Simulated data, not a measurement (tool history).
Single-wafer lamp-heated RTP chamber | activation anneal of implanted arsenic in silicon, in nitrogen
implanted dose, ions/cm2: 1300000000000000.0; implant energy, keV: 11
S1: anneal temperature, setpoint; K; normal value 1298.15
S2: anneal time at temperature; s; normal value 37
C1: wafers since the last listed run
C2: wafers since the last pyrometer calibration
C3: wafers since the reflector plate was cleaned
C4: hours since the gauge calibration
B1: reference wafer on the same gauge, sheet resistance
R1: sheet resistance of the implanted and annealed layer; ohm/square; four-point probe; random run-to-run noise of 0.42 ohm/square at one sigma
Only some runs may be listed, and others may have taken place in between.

run,hour,S1,S2,C1,C2,C3,C4,B1,R1
1,0,1310.15,45,0,2023,2343,273.5,96.05,101.55
2,16.8,1310.15,45,261,2285,2605,290.3,96.06,101.78
3,46.6,1310.15,45,464,2750,3070,320.1,96.03,101.32
4,68.1,1289.15,31,335,3085,3405,341.6,95.9,117.85
# hour 85.1: reflector plate cleaned
5,119.4,1289.15,31,675,3760,534,392.9,95.79,116.95
6,142.1,1311.15,37,353,4114,888,415.6,96.06,104.16
7,174.8,1298.15,30,509,4624,1398,448.3,95.91,113.37
8,210.8,1298.15,30,561,5186,1960,484.3,96.14,112.42
9,223.8,1298.15,37,202,5389,2162,497.3,95.97,108.56
# hour 228.5: gauge calibrated
10,251.8,1298.15,37,436,5825,2599,23.3,95.89,108.73
11,286.7,1298.15,37,544,6369,3143,58.2,96.05,108.9
12,303.1,1298.15,37,255,6625,3399,74.6,96,108.37
# hour 325.9: reflector plate cleaned
# hour 334.4: pyrometer window cleaned and pyrometer calibrated
13,336.3,1298.15,37,268,29,37,107.8,96.01,111.66
14,359.9,1288.15,25,368,397,405,131.4,95.87,124.94
15,388.7,1298.15,37,449,846,854,160.2,95.9,110.91
16,401,1320.15,16,191,1038,1046,172.5,95.99,116.39
17,433.2,1298.15,37,502,1540,1548,204.7,96.02,110.61
18,456.3,1279.15,15,360,1900,1908,227.8,96,144.76

Predict the results of run 19:
19,478.9,1310.15,27,352,2252,2261,250.4,?,?

B1: 95.99
R1: 110.33 ohm/square
Without the tool's hidden state the same run would have given R1 111.97 ohm/square.
